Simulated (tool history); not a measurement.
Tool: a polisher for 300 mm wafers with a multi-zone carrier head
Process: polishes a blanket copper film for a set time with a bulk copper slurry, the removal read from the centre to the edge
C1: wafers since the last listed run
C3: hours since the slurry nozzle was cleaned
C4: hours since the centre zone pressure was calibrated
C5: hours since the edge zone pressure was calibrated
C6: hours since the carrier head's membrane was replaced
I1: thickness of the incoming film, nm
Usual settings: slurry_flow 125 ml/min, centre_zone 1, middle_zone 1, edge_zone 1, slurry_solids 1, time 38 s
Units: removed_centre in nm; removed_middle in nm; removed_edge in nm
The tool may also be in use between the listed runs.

Run 1, hour 0: usual settings; C1 0; wafers polished on this pad 1100; C3 300.1; C4 585.7; C5 255.4; C6 1376.3; I1 3685.7. Result: removed_centre 456.2 nm, removed_middle 456.6 nm, removed_edge 452.3 nm.
Run 2, hour 26.9: usual settings but slurry_solids 0.8, time 34 s; C1 359; wafers polished on this pad 1460; C3 327; C4 612.6; C5 282.3; C6 1403.2; I1 3668.9. Result: removed_centre 389.6 nm, removed_middle 392.4 nm, removed_edge 391.1 nm.
Run 3, hour 59.9: usual settings; C1 441; wafers polished on this pad 1901; C3 360; C4 645.6; C5 315.3; C6 1436.2; I1 3641.2. Result: removed_centre 455.2 nm, removed_middle 456.4 nm, removed_edge 471.3 nm.
At hour 74.4: carrier head's membrane replaced by a new one.
At hour 77.5: centre zone pressure recalibrated.
Run 4, hour 81.4: usual settings but centre_zone 0.93, time 43 s; C1 193; wafers polished on this pad 2094; C3 381.5; C4 3.9; C5 336.8; C6 7; I1 3663.6. Result: removed_centre 485.5 nm, removed_middle 510.7 nm, removed_edge 525.9 nm.
Run 5, hour 101.7: usual settings but edge_zone 0.95, slurry_solids 1.3; C1 271; wafers polished on this pad 2366; C3 401.8; C4 24.2; C5 357.1; C6 27.3; I1 3721.1. Result: removed_centre 478 nm, removed_middle 481.6 nm, removed_edge 460.7 nm.
Run 6, hour 119.5: usual settings but centre_zone 0.94, middle_zone 1.03; C1 237; wafers polished on this pad 2604; C3 419.6; C4 42; C5 374.9; C6 45.1; I1 3680.1. Result: removed_centre 432.4 nm, removed_middle 471.3 nm, removed_edge 460.5 nm.
At hour 152.5: worn pad replaced by a new one.
Run 7, hour 153: usual settings but slurry_solids 0.85; C1 394; wafers polished on this pad 6; C3 453.1; C4 75.5; C5 408.4; C6 78.6; I1 3646.3. Result: removed_centre 439.2 nm, removed_middle 441.1 nm, removed_edge 437 nm.
Run 8, hour 171: usual settings but slurry_flow 100 ml/min, middle_zone 1.1, slurry_solids 1.3; C1 240; wafers polished on this pad 247; C3 471.1; C4 93.5; C5 426.4; C6 96.6; I1 3633.6. Result: removed_centre 454.1 nm, removed_middle 482.6 nm, removed_edge 473.2 nm.
Run 9, hour 206.7: usual settings; C1 477; wafers polished on this pad 724; C3 506.8; C4 129.2; C5 462.1; C6 132.3; I1 3669.1. Result: removed_centre 456.9 nm, removed_middle 450.5 nm, removed_edge 458.9 nm.
Run 10, hour 231: usual settings; C1 324; wafers polished on this pad 1049; C3 531.1; C4 153.5; C5 486.4; C6 156.6; I1 3651.5. Result: removed_centre 451.1 nm, removed_middle 468.5 nm, removed_edge 453 nm.
At hour 242.4: edge zone pressure recalibrated.
Run 11, hour 248.1: usual settings; C1 201; wafers polished on this pad 1251; C3 548.2; C4 170.6; C5 5.7; C6 173.7; I1 3639.2. Result: removed_centre 451.9 nm, removed_middle 460.3 nm, removed_edge 456.7 nm.
At hour 254.9: slurry nozzle cleaned.
Run 12, hour 353.3: usual settings but slurry_solids 1.3; C1 1392; wafers polished on this pad 2643; C3 98.4; C4 275.8; C5 110.9; C6 278.9; I1 3729. Result: removed_centre 480.2 nm, removed_middle 491.6 nm, removed_edge 487.8 nm.
Run 13, hour 384: usual settings but middle_zone 0.92; C1 410; wafers polished on this pad 3054; C3 129.1; C4 306.5; C5 141.6; C6 309.6; I1 3659.8. Result: removed_centre 458.3 nm, removed_middle 436.6 nm, removed_edge 452.1 nm.
Run 14, hour 402.2: usual settings but slurry_flow 165 ml/min, middle_zone 0.95; C1 243; wafers polished on this pad 3297; C3 147.3; C4 324.7; C5 159.8; C6 327.8; I1 3737.8. Result: removed_centre 488.1 nm, removed_middle 470.3 nm, removed_edge 472.5 nm.
At hour 420.7: worn pad replaced by a new one.
Run 15, hour 477.4: usual settings but slurry_flow 105 ml/min, middle_zone 1.1, edge_zone 0.96, time 27 s; C1 951; wafers polished on this pad 757; C3 222.5; C4 399.9; C5 235; C6 403; I1 3694.2. Result: removed_centre 312.5 nm, removed_middle 341 nm, removed_edge 313 nm.
Run 16, hour 505.7: usual settings but edge_zone 0.92; C1 378; wafers polished on this pad 1136; C3 250.8; C4 428.2; C5 263.3; C6 431.3; I1 3738.3. Result: removed_centre 451.6 nm, removed_middle 462.1 nm, removed_edge 437.4 nm.
Run 17, hour 538.4: usual settings but edge_zone 0.92, slurry_solids 1.1, time 42 s; C1 437; wafers polished on this pad 1573; C3 283.5; C4 460.9; C5 296; C6 464; I1 3627.5. Result: removed_centre 512.1 nm, removed_middle 512.2 nm, removed_edge 496.1 nm.
Run 18, hour 559.5: usual settings but slurry_flow 155 ml/min, middle_zone 1.07, edge_zone 0.92; C1 282; wafers polished on this pad 1855; C3 304.6; C4 482; C5 317.1; C6 485.1; I1 3703.6. Result: removed_centre 480.5 nm, removed_middle 491.3 nm, removed_edge 461.5 nm.
Run 19, hour 591: usual settings but slurry_flow 85 ml/min, middle_zone 0.95, edge_zone 1.1; C1 421; wafers polished on this pad 2276; C3 336.1; C4 513.5; C5 348.6; C6 516.6; I1 3617.8. Result: removed_centre 418.2 nm, removed_middle 410.3 nm, removed_edge 449.1 nm.
Run 20, hour 617.7: usual settings; C1 356; wafers polished on this pad 2632; C3 362.8; C4 540.2; C5 375.3; C6 543.3; I1 3685.5. Result: removed_centre 451.3 nm, removed_middle 457.6 nm, removed_edge 451.2 nm.
Run 21, hour 642.6: usual settings but edge_zone 1.11, time 32 s; C1 332; wafers polished on this pad 2965; C3 387.7; C4 565.1; C5 400.2; C6 568.2; I1 3652.6. Result: removed_centre 387.9 nm, removed_middle 384 nm, removed_edge 405.1 nm.
At hour 658.6: centre zone pressure recalibrated.
At hour 660.9: worn pad replaced by a new one.
Run 22, hour 663.1: usual settings but edge_zone 0.93; C1 216; wafers polished on this pad 29; C3 408.2; C4 4.5; C5 420.7; C6 588.7; I1 3737.2. Result: removed_centre 459.8 nm, removed_middle 458 nm, removed_edge 438.3 nm.

Alternative continuations, all from the tool just after run 22; predict every row:
Run A, hour 663.5: usual settings; C1 5; wafers polished on this pad 34; C3 408.6; C4 4.9; C5 421.1; C6 589.1; I1 3649.6. Result: removed_centre ?, removed_middle ?, removed_edge ?.
Run B, hour 663.5: usual settings but slurry_flow 80 ml/min, middle_zone 0.91, edge_zone 0.95; C1 5; wafers polished on this pad 34; C3 408.6; C4 4.9; C5 421.1; C6 589.1; I1 3649.6. Result: removed_centre ?, removed_middle ?, removed_edge ?.
Run C, hour 663.5: usual settings but centre_zone 0.93, edge_zone 0.94; C1 5; wafers polished on this pad 34; C3 408.6; C4 4.9; C5 421.1; C6 589.1; I1 3649.6. Result: removed_centre ?, removed_middle ?, removed_edge ?.

run  removed_centre  removed_middle  removed_edge
  A           453.6           464.3         462.6
  B             409           399.7           426
  C           424.2           464.5         450.6
Without the tool's unlogged condition, the same runs would have read:
run  removed_centre  removed_middle  removed_edge
  A           453.6           464.3         462.6
  B             409           399.7           426
  C           424.2           464.5         450.6
